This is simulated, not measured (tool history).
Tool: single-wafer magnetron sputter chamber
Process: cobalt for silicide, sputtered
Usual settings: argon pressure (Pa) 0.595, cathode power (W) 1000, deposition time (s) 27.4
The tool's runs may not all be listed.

run    hour  argon pressure (Pa)  cathode power (W)  deposition time (s)  wafers since the last listed run  wafers on the sputter target  hours since the last manometer calibration  hours since the magnet pack was replaced  hours since the gauge calibration  read-back reference wafer on the same gauge, thickness_nm  mean film thickness on the monitor wafer (angstrom)
  1       0                0.595               1000                 27.4                                 0                           923                                        1380                                    2600.8                              620.6                                                     12.205                                               131.78
  2    79.4                 0.43               1000                 27.4                              1402                          2326                                      1459.4                                    2680.2                                700                                                     12.204                                               135.61
  3   165.4                 0.43               1000                 27.4                              1519                          3845                                      1545.4                                    2766.2                                786                                                     12.201                                               135.21
  4   235.6                 0.43               1000                 27.4                              1240                          5085                                      1615.6                                    2836.4                              856.2                                                     12.203                                               134.23
  5   298.5                0.595               1000                 27.4                              1111                          6196                                      1678.5                                    2899.3                              919.1                                                     12.217                                               129.66
      314.8  -- sputter target and shields replaced
  6   340.2                0.595               1000                 27.4                               595                           448                                      1720.2                                      2941                              960.8                                                     12.195                                               132.47
  7   414.1                0.595               1000                 27.4                              1305                          1754                                      1794.1                                    3014.9                             1034.7                                                     12.203                                               132.77
  8   509.3                0.595               1150                 27.4                              1681                          3435                                      1889.3                                    3110.1                             1129.9                                                     12.203                                               151.77
  9   606.3                0.595               1150                 27.4                              1713                          5149                                      1986.3                                    3207.1                             1226.9                                                     12.193                                               149.79
      656.4  -- gauge calibrated
      682.2  -- sputter target and shields replaced
 10   699.3                0.595                950                 27.4                              1501                           302                                      2079.3                                    3300.1                               42.9                                                     12.198                                               126.38
 11   795.1                0.595                950                 27.4                              1692                          1995                                      2175.1                                    3395.9                              138.7                                                     12.213                                               126.59
 12   881.5                0.539               1000                 27.4                              1526                          3521                                      2261.5                                    3482.3                              225.1                                                     12.204                                               133.38
 13   934.1                0.539               1000                 27.4                               929                          4450                                      2314.1                                    3534.9                              277.7                                                     12.192                                               133.85
 14  1023.3                0.595               1000                 27.4                              1575                          6026                                      2403.3                                    3624.1                              366.9                                                     12.196                                               131.54
 15  1067.2                0.377               1000                 27.4                               775                          6802                                      2447.2                                      3668                              410.8                                                     12.203                                               135.72
     1077.6  -- sputter target and shields replaced
     1134.1  -- magnet pack replaced
 16  1166.7                0.595               1000                 27.4                              1475                          1432                                      2546.7                                      32.6                              510.3                                                     12.197                                               133.74
     1175.5  -- capacitance manometer re-zeroed and calibrated
 17  1214.3                0.479                850                 24.3                               699                          2132                                        38.8                                      80.2                              557.9                                                     12.213                                               100.66
 18    1276                0.595               1000                 27.4                              1090                          3222                                       100.5                                     141.9                              619.6                                                     12.195                                               129.28
 19  1331.3                0.595                900                 27.4                               976                          4199                                       155.8                                     197.2                              674.9                                                     12.204                                               116.13
 20  1380.8                0.595               1000                 32.7                               874                          5073                                       205.3                                     246.7                              724.4                                                     12.189                                               153.59
     1482.7  -- sputter target and shields replaced
 21  1485.1                0.778               1100                 23.5                              1701                            43                                       309.6                                       351                              828.7                                                     12.206                                                119.5
 22  1528.5                0.595               1000                 22.2                               766                           809                                         353                                     394.4                              872.1                                                     12.197                                               105.93
 23    1631                0.527               1000                 23.2                              1810                          2620                                       455.5                                     496.9                              974.6                                                     12.184                                               112.37
 24  1680.7                0.448                750                 22.8                               878                          3498                                       505.2                                     546.6                             1024.3                                                     12.202                                                 83.8
 25  1762.5                0.595                850                 27.4                              1445                          4943                                         587                                     628.4                             1106.1                                                     12.213                                               110.07
 26  1855.7                0.595                850                 31.3                              1646                          6590                                       680.2                                     721.6                             1199.3                                                     12.198                                               124.65
     1875.4  -- sputter target and shields replaced
     1885.1  -- gauge calibrated
 27  1917.1                0.595                850                 31.3                               943                           735                                       741.6                                       783                                 32                                                     12.212                                               127.03
 28  2005.6                0.595                800                 27.4                              1563                          2299                                       830.1                                     871.5                              120.5                                                     12.204                                               105.04
 29    2077                 0.43               1000                 27.4                              1261                          3560                                       901.5                                     942.9                              191.9                                                     12.204                                               134.99

Measured less the same run without the tool's hidden state. The same run-to-run variation is in both; the gauge's scatter may not be:
The hidden state here: deposition rate above that of a new target (%); true argon pressure above the setpoint (%); gauge reads high (%).
run  mean film thickness on the monitor wafer (angstrom)
  1                                                +0.78
  2                                                +0.33
  3                                                 -0.2
  4                                                -0.86
  5                                                -1.27
  6                                                +1.46
  7                                                +1.36
  8                                                +1.03
  9                                                +0.09
 10                                                +2.03
 11                                                +1.89
 12                                                +1.42
 13                                                +1.01
 14                                                +0.19
 15                                                   -1
 16                                                +2.03
 17                                                -0.73
 18                                                -1.29
 19                                                -1.54
 20                                                -2.62
 21                                                +0.02
 22                                                -0.01
 23                                                -0.27
 24                                                 -0.4
 25                                                -1.05
 26                                                -2.26
 27                                                +0.19
 28                                                   +0
 29                                                -0.54

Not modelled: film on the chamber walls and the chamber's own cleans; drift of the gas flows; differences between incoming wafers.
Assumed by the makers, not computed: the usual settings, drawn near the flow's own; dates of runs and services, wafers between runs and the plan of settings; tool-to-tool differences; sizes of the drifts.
